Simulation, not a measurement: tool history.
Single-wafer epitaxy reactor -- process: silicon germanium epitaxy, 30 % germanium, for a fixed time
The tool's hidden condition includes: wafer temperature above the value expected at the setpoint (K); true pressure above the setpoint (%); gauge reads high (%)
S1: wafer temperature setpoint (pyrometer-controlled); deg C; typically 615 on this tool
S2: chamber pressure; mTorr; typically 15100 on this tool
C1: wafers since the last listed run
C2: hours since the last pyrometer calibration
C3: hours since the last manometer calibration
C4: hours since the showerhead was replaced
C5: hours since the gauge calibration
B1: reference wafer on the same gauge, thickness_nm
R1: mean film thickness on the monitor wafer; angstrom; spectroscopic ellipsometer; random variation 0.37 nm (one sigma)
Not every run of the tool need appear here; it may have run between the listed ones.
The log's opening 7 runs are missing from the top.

Run 8, hour 201.3: usual settings; C1 996; C2 2825.2; C3 492.1; C4 3192.3; C5 921.9; B1 55.367. Result: R1 641.82 angstrom.
Run 9, hour 217.6: usual settings; C1 457; C2 2841.5; C3 508.4; C4 3208.6; C5 938.2; B1 55.278. Result: R1 651.88 angstrom.
Run 10, hour 234.9: usual settings; C1 485; C2 2858.8; C3 525.7; C4 3225.9; C5 955.5; B1 55.24. Result: R1 642.74 angstrom.
Run 11, hour 256.7: usual settings; C1 611; C2 2880.6; C3 547.5; C4 3247.7; C5 977.3; B1 55.206. Result: R1 642.09 angstrom.
Run 12, hour 291.1: usual settings; C1 965; C2 2915; C3 581.9; C4 3282.1; C5 1011.7; B1 55.13. Result: R1 641.68 angstrom.
At hour 348: pyrometer calibrated.
Run 13, hour 365.8: usual settings; C1 1872; C2 17.8; C3 656.6; C4 3356.8; C5 1086.4; B1 55.006. Result: R1 642.95 angstrom.
At hour 380.1: showerhead replaced.
Run 14, hour 398.8: usual settings; C1 701; C2 50.8; C3 689.6; C4 18.7; C5 1119.4; B1 54.957. Result: R1 633.66 angstrom.
Run 15, hour 422.6: usual settings; C1 668; C2 74.6; C3 713.4; C4 42.5; C5 1143.2; B1 54.992. Result: R1 648.13 angstrom.
Run 16, hour 447.1: usual settings but S1 621 deg C, S2 17500 mTorr; C1 687; C2 99.1; C3 737.9; C4 67; C5 1167.7; B1 54.836. Result: R1 748.06 angstrom.
At hour 464.7: gauge calibrated.
Run 17, hour 481.3: usual settings; C1 959; C2 133.3; C3 772.1; C4 101.2; C5 16.6; B1 56.274. Result: R1 648.67 angstrom.
Run 18, hour 501.3: usual settings but S1 600 deg C, S2 17100 mTorr; C1 561; C2 153.3; C3 792.1; C4 121.2; C5 36.6; B1 56.259. Result: R1 550.48 angstrom.
Run 19, hour 535.9: usual settings but S1 602 deg C, S2 11600 mTorr; C1 971; C2 187.9; C3 826.7; C4 155.8; C5 71.2; B1 56.321. Result: R1 477.03 angstrom.
Run 20, hour 555.8: usual settings but S1 608 deg C, S2 17400 mTorr; C1 558; C2 207.8; C3 846.6; C4 175.7; C5 91.1; B1 56.279. Result: R1 626.34 angstrom.
Run 21, hour 588.8: usual settings; C1 926; C2 240.8; C3 879.6; C4 208.7; C5 124.1; B1 56.258. Result: R1 658.91 angstrom.
Run 22, hour 620.7: usual settings but S1 605 deg C, S2 12900 mTorr; C1 895; C2 272.7; C3 911.5; C4 240.6; C5 156; B1 56.216. Result: R1 524.2 angstrom.
Run 23, hour 653.3: usual settings but S1 627 deg C, S2 17700 mTorr; C1 915; C2 305.3; C3 944.1; C4 273.2; C5 188.6; B1 56.195. Result: R1 838.87 angstrom.
Run 24, hour 682.8: usual settings but S1 623 deg C, S2 17900 mTorr; C1 827; C2 334.8; C3 973.6; C4 302.7; C5 218.1; B1 56.229. Result: R1 796.88 angstrom.

Predict the results of run 25:
Run 25, hour 701.9: usual settings but S1 625 deg C, S2 12700 mTorr; C1 536; C2 353.9; C3 992.7; C4 321.8; C5 237.2; B1 ?. Result: R1 ?.

For run 25 the tool returned B1 56.151, R1 710.55 angstrom.
Without the tool's hidden state the same run would have given R1 710.65 angstrom.

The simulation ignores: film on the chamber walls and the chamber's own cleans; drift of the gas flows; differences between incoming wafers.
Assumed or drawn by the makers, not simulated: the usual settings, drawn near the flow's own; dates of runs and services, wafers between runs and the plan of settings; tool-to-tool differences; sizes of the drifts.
